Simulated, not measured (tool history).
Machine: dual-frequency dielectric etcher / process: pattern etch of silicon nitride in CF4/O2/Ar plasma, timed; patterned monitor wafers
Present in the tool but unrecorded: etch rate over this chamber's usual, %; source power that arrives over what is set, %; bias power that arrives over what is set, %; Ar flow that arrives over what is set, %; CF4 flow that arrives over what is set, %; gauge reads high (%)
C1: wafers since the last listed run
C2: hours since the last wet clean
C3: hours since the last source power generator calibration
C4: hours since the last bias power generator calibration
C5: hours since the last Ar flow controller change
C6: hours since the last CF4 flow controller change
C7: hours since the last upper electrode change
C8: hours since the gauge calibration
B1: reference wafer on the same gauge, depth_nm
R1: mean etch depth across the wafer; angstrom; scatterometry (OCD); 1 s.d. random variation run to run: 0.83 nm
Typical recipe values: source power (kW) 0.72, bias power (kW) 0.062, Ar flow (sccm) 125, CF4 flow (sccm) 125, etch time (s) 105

{"run": 1, "hour": 0.0, "source power (kW)": 0.72, "bias power (kW)": 0.062, "Ar flow (sccm)": 125, "CF4 flow (sccm)": 125, "etch time (s)": 105, "C1": 0, "C2": 97.9, "C3": 2688.5, "C4": 2041.1, "C5": 1604.1, "C6": 1646, "C7": 5344.2, "C8": 643.2, "B1": 331.6, "R1": 3032}
{"run": 2, "hour": 102.2, "source power (kW)": 0.72, "bias power (kW)": 0.062, "Ar flow (sccm)": 125, "CF4 flow (sccm)": 125, "etch time (s)": 105, "C1": 1206, "C2": 200.1, "C3": 2790.7, "C4": 2143.3, "C5": 1706.3, "C6": 1748.2, "C7": 5446.4, "C8": 745.4, "B1": 331.9, "R1": 3041}
{"run": 3, "hour": 333.1, "source power (kW)": 0.72, "bias power (kW)": 0.062, "Ar flow (sccm)": 125, "CF4 flow (sccm)": 125, "etch time (s)": 105, "C1": 2726, "C2": 431, "C3": 3021.6, "C4": 2374.2, "C5": 1937.2, "C6": 1979.1, "C7": 5677.3, "C8": 976.3, "B1": 331.9, "R1": 3048}
{"run": 4, "hour": 375.3, "source power (kW)": 0.72, "bias power (kW)": 0.062, "Ar flow (sccm)": 125, "CF4 flow (sccm)": 125, "etch time (s)": 105, "C1": 498, "C2": 473.2, "C3": 3063.8, "C4": 2416.4, "C5": 1979.4, "C6": 2021.3, "C7": 5719.5, "C8": 1018.5, "B1": 331.8, "R1": 3045}
{"run": 5, "hour": 426.7, "source power (kW)": 0.72, "bias power (kW)": 0.062, "Ar flow (sccm)": 125, "CF4 flow (sccm)": 125, "etch time (s)": 105, "C1": 606, "C2": 524.6, "C3": 3115.2, "C4": 2467.8, "C5": 2030.8, "C6": 2072.7, "C7": 5770.9, "C8": 1069.9, "B1": 331.6, "R1": 3049}
{"hour": 463.3, "done": "gauge calibrated"}
{"run": 6, "hour": 500.0, "source power (kW)": 0.72, "bias power (kW)": 0.062, "Ar flow (sccm)": 125, "CF4 flow (sccm)": 125, "etch time (s)": 105, "C1": 865, "C2": 597.9, "C3": 3188.5, "C4": 2541.1, "C5": 2104.1, "C6": 2146, "C7": 5844.2, "C8": 36.7, "B1": 332.5, "R1": 3040}
{"hour": 507.7, "done": "bias power generator calibrated"}
{"run": 7, "hour": 551.8, "source power (kW)": 0.72, "bias power (kW)": 0.062, "Ar flow (sccm)": 125, "CF4 flow (sccm)": 125, "etch time (s)": 105, "C1": 564, "C2": 649.7, "C3": 3240.3, "C4": 44.1, "C5": 2155.9, "C6": 2197.8, "C7": 5896, "C8": 88.5, "B1": 332.1, "R1": 2991}
{"hour": 590.0, "done": "wet clean of the chamber"}
{"run": 8, "hour": 623.0, "source power (kW)": 0.72, "bias power (kW)": 0.062, "Ar flow (sccm)": 125, "CF4 flow (sccm)": 125, "etch time (s)": 105, "C1": 557, "C2": 33, "C3": 3311.5, "C4": 115.3, "C5": 2227.1, "C6": 2269, "C7": 5967.2, "C8": 159.7, "B1": 331.4, "R1": 3001}
{"run": 9, "hour": 712.8, "source power (kW)": 0.72, "bias power (kW)": 0.062, "Ar flow (sccm)": 125, "CF4 flow (sccm)": 125, "etch time (s)": 105, "C1": 1060, "C2": 122.8, "C3": 3401.3, "C4": 205.1, "C5": 2316.9, "C6": 2358.8, "C7": 6057, "C8": 249.5, "B1": 331.7, "R1": 3013}
{"hour": 743.7, "done": "upper electrode replaced"}
{"run": 10, "hour": 820.0, "source power (kW)": 0.72, "bias power (kW)": 0.062, "Ar flow (sccm)": 125, "CF4 flow (sccm)": 97, "etch time (s)": 105, "C1": 982, "C2": 230, "C3": 3508.5, "C4": 312.3, "C5": 2424.1, "C6": 2466, "C7": 76.3, "C8": 356.7, "B1": 331.9, "R1": 2915}
{"hour": 864.9, "done": "Ar flow controller replaced"}
{"run": 11, "hour": 920.5, "source power (kW)": 0.89, "bias power (kW)": 0.075, "Ar flow (sccm)": 107, "CF4 flow (sccm)": 144, "etch time (s)": 105, "C1": 1115, "C2": 330.5, "C3": 3609, "C4": 412.8, "C5": 55.6, "C6": 2566.5, "C7": 176.8, "C8": 457.2, "B1": 331.9, "R1": 3867}
{"run": 12, "hour": 1020.2, "source power (kW)": 0.72, "bias power (kW)": 0.062, "Ar flow (sccm)": 125, "CF4 flow (sccm)": 125, "etch time (s)": 105, "C1": 1177, "C2": 430.2, "C3": 3708.7, "C4": 512.5, "C5": 155.3, "C6": 2666.2, "C7": 276.5, "C8": 556.9, "B1": 331.5, "R1": 3027}
{"hour": 1046.8, "done": "CF4 flow controller replaced"}
{"run": 13, "hour": 1076.0, "source power (kW)": 0.72, "bias power (kW)": 0.054, "Ar flow (sccm)": 125, "CF4 flow (sccm)": 145, "etch time (s)": 105, "C1": 588, "C2": 486, "C3": 3764.5, "C4": 568.3, "C5": 211.1, "C6": 29.2, "C7": 332.3, "C8": 612.7, "B1": 331.9, "R1": 2944}
{"run": 14, "hour": 1168.0, "source power (kW)": 0.72, "bias power (kW)": 0.062, "Ar flow (sccm)": 125, "CF4 flow (sccm)": 125, "etch time (s)": 105, "C1": 1086, "C2": 578, "C3": 3856.5, "C4": 660.3, "C5": 303.1, "C6": 121.2, "C7": 424.3, "C8": 704.7, "B1": 332, "R1": 3017}
{"hour": 1186.6, "done": "source power generator calibrated"}
{"run": 15, "hour": 1209.5, "source power (kW)": 0.72, "bias power (kW)": 0.062, "Ar flow (sccm)": 125, "CF4 flow (sccm)": 125, "etch time (s)": 105, "C1": 442, "C2": 619.5, "C3": 22.9, "C4": 701.8, "C5": 344.6, "C6": 162.7, "C7": 465.8, "C8": 746.2, "B1": 332, "R1": 3017}
{"hour": 1251.4, "done": "wet clean of the chamber"}
{"run": 16, "hour": 1281.0, "source power (kW)": 0.72, "bias power (kW)": 0.062, "Ar flow (sccm)": 125, "CF4 flow (sccm)": 125, "etch time (s)": 128.5, "C1": 560, "C2": 29.6, "C3": 94.4, "C4": 773.3, "C5": 416.1, "C6": 234.2, "C7": 537.3, "C8": 817.7, "B1": 331.9, "R1": 3696}
{"run": 17, "hour": 1333.8, "source power (kW)": 0.72, "bias power (kW)": 0.068, "Ar flow (sccm)": 110, "CF4 flow (sccm)": 125, "etch time (s)": 105, "C1": 623, "C2": 82.4, "C3": 147.2, "C4": 826.1, "C5": 468.9, "C6": 287, "C7": 590.1, "C8": 870.5, "B1": 331.7, "R1": 3162}
{"run": 18, "hour": 1386.9, "source power (kW)": 0.72, "bias power (kW)": 0.062, "Ar flow (sccm)": 125, "CF4 flow (sccm)": 138, "etch time (s)": 105, "C1": 627, "C2": 135.5, "C3": 200.3, "C4": 879.2, "C5": 522, "C6": 340.1, "C7": 643.2, "C8": 923.6, "B1": 331.9, "R1": 3056}
{"run": 19, "hour": 1445.0, "source power (kW)": 0.72, "bias power (kW)": 0.055, "Ar flow (sccm)": 115, "CF4 flow (sccm)": 115, "etch time (s)": 78.5, "C1": 686, "C2": 193.6, "C3": 258.4, "C4": 937.3, "C5": 580.1, "C6": 398.2, "C7": 701.3, "C8": 981.7, "B1": 331.9, "R1": 2181}
{"run": 20, "hour": 1521.0, "source power (kW)": 0.72, "bias power (kW)": 0.062, "Ar flow (sccm)": 125, "CF4 flow (sccm)": 125, "etch time (s)": 105, "C1": 897, "C2": 269.6, "C3": 334.4, "C4": 1013.3, "C5": 656.1, "C6": 474.2, "C7": 777.3, "C8": 1057.7, "B1": 331.9, "R1": 3041}

5 options for the next run, each taken on its own from the tool as it stands now. Forecast them:
{"run": "A", "hour": 1521.4, "source power (kW)": 0.72, "bias power (kW)": 0.062, "Ar flow (sccm)": 125, "CF4 flow (sccm)": 125, "etch time (s)": 130.5, "C1": 4, "C2": 270, "C3": 334.8, "C4": 1013.7, "C5": 656.5, "C6": 474.6, "C7": 777.7, "C8": 1058.1, "B1": "?", "R1": "?"}
{"run": "B", "hour": 1521.4, "source power (kW)": 0.82, "bias power (kW)": 0.075, "Ar flow (sccm)": 125, "CF4 flow (sccm)": 125, "etch time (s)": 105, "C1": 4, "C2": 270, "C3": 334.8, "C4": 1013.7, "C5": 656.5, "C6": 474.6, "C7": 777.7, "C8": 1058.1, "B1": "?", "R1": "?"}
{"run": "C", "hour": 1521.4, "source power (kW)": 0.8, "bias power (kW)": 0.051, "Ar flow (sccm)": 125, "CF4 flow (sccm)": 98, "etch time (s)": 94.5, "C1": 4, "C2": 270, "C3": 334.8, "C4": 1013.7, "C5": 656.5, "C6": 474.6, "C7": 777.7, "C8": 1058.1, "B1": "?", "R1": "?"}
{"run": "D", "hour": 1521.4, "source power (kW)": 0.72, "bias power (kW)": 0.062, "Ar flow (sccm)": 125, "CF4 flow (sccm)": 108, "etch time (s)": 87.5, "C1": 4, "C2": 270, "C3": 334.8, "C4": 1013.7, "C5": 656.5, "C6": 474.6, "C7": 777.7, "C8": 1058.1, "B1": "?", "R1": "?"}
{"run": "E", "hour": 1521.4, "source power (kW)": 0.82, "bias power (kW)": 0.069, "Ar flow (sccm)": 125, "CF4 flow (sccm)": 107, "etch time (s)": 116.5, "C1": 4, "C2": 270, "C3": 334.8, "C4": 1013.7, "C5": 656.5, "C6": 474.6, "C7": 777.7, "C8": 1058.1, "B1": "?", "R1": "?"}

run=A B1=331.7 R1=3782
run=B B1=331.7 R1=3563
run=C B1=331.7 R1=2700
run=D B1=331.7 R1=2494
run=E B1=331.7 R1=3778
What these runs would have given with no unlogged condition in the tool:
run=A R1=3731
run=B R1=3514
run=C R1=2664
run=D R1=2460
run=E R1=3726

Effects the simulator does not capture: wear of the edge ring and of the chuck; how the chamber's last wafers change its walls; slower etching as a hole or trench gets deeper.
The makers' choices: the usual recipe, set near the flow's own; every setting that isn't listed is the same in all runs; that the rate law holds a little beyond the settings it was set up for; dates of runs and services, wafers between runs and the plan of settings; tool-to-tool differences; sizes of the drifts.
